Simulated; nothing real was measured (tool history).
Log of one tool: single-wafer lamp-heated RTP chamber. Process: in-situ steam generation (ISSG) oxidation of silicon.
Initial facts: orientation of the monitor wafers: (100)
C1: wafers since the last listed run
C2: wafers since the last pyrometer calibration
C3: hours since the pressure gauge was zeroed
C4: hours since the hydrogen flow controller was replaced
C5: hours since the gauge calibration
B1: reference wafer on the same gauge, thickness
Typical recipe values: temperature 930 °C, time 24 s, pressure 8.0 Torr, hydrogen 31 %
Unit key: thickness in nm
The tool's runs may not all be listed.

{"run": 1, "hour": 0.0, "temperature": 930, "time": 24, "pressure": 8.0, "hydrogen": 31, "C1": 0, "C2": 2598, "C3": 1991.5, "C4": 3198.8, "C5": 484.5, "B1": 4.482, "thickness": 5.305}
{"run": 2, "hour": 78.9, "temperature": 930, "time": 24, "pressure": 8.0, "hydrogen": 31, "C1": 657, "C2": 3256, "C3": 2070.4, "C4": 3277.7, "C5": 563.4, "B1": 4.48, "thickness": 5.324}
{"run": 3, "hour": 164.0, "temperature": 930, "time": 24, "pressure": 7.6, "hydrogen": 31, "C1": 708, "C2": 3965, "C3": 2155.5, "C4": 3362.8, "C5": 648.5, "B1": 4.479, "thickness": 5.339}
{"run": 4, "hour": 210.7, "temperature": 938, "time": 24, "pressure": 8.0, "hydrogen": 31, "C1": 389, "C2": 4354, "C3": 2202.2, "C4": 3409.5, "C5": 695.2, "B1": 4.479, "thickness": 5.456}
{"run": 5, "hour": 293.6, "temperature": 938, "time": 24, "pressure": 8.0, "hydrogen": 31, "C1": 690, "C2": 5044, "C3": 2285.1, "C4": 3492.4, "C5": 778.1, "B1": 4.48, "thickness": 5.462}
{"run": 6, "hour": 380.5, "temperature": 930, "time": 24, "pressure": 8.0, "hydrogen": 31, "C1": 723, "C2": 5768, "C3": 2372.0, "C4": 3579.3, "C5": 865.0, "B1": 4.48, "thickness": 5.333}
{"run": 7, "hour": 425.4, "temperature": 930, "time": 24, "pressure": 8.0, "hydrogen": 31, "C1": 374, "C2": 6142, "C3": 2416.9, "C4": 3624.2, "C5": 909.9, "B1": 4.482, "thickness": 5.355}
{"run": 8, "hour": 468.8, "temperature": 930, "time": 24, "pressure": 8.0, "hydrogen": 31, "C1": 361, "C2": 6504, "C3": 2460.3, "C4": 3667.6, "C5": 953.3, "B1": 4.481, "thickness": 5.342}
{"run": 9, "hour": 547.4, "temperature": 930, "time": 24, "pressure": 8.0, "hydrogen": 31, "C1": 654, "C2": 7159, "C3": 2538.9, "C4": 3746.2, "C5": 1031.9, "B1": 4.479, "thickness": 5.335}
{"run": 10, "hour": 678.1, "temperature": 930, "time": 29, "pressure": 8.0, "hydrogen": 31, "C1": 1088, "C2": 8248, "C3": 2669.6, "C4": 3876.9, "C5": 1162.6, "B1": 4.48, "thickness": 5.772}
{"hour": 719.9, "done": "pyrometer window cleaned and pyrometer calibrated"}
{"hour": 775.3, "done": "pressure gauge zeroed"}
{"run": 11, "hour": 779.3, "temperature": 930, "time": 29, "pressure": 8.0, "hydrogen": 31, "C1": 709, "C2": 427, "C3": 4.0, "C4": 3978.1, "C5": 1263.8, "B1": 4.482, "thickness": 5.698}
{"run": 12, "hour": 865.1, "temperature": 930, "time": 28, "pressure": 8.0, "hydrogen": 32, "C1": 714, "C2": 1142, "C3": 89.8, "C4": 4063.9, "C5": 1349.6, "B1": 4.48, "thickness": 5.678}

Run 13 has not been measured yet. What should we expect?
{"hour": 933.8, "done": "hydrogen flow controller replaced"}
{"run": 13, "hour": 956.3, "temperature": 930, "time": 24, "pressure": 6.9, "hydrogen": 32, "C1": 693, "C2": 1835, "C3": 181.0, "C4": 22.5, "C5": 1440.8, "B1": "?", "thickness": "?"}

Run 13 came out at B1 4.479, thickness 5.366 nm.
If the tool had no hidden condition, the same run with the same run-to-run variation would have returned thickness 5.308 nm.

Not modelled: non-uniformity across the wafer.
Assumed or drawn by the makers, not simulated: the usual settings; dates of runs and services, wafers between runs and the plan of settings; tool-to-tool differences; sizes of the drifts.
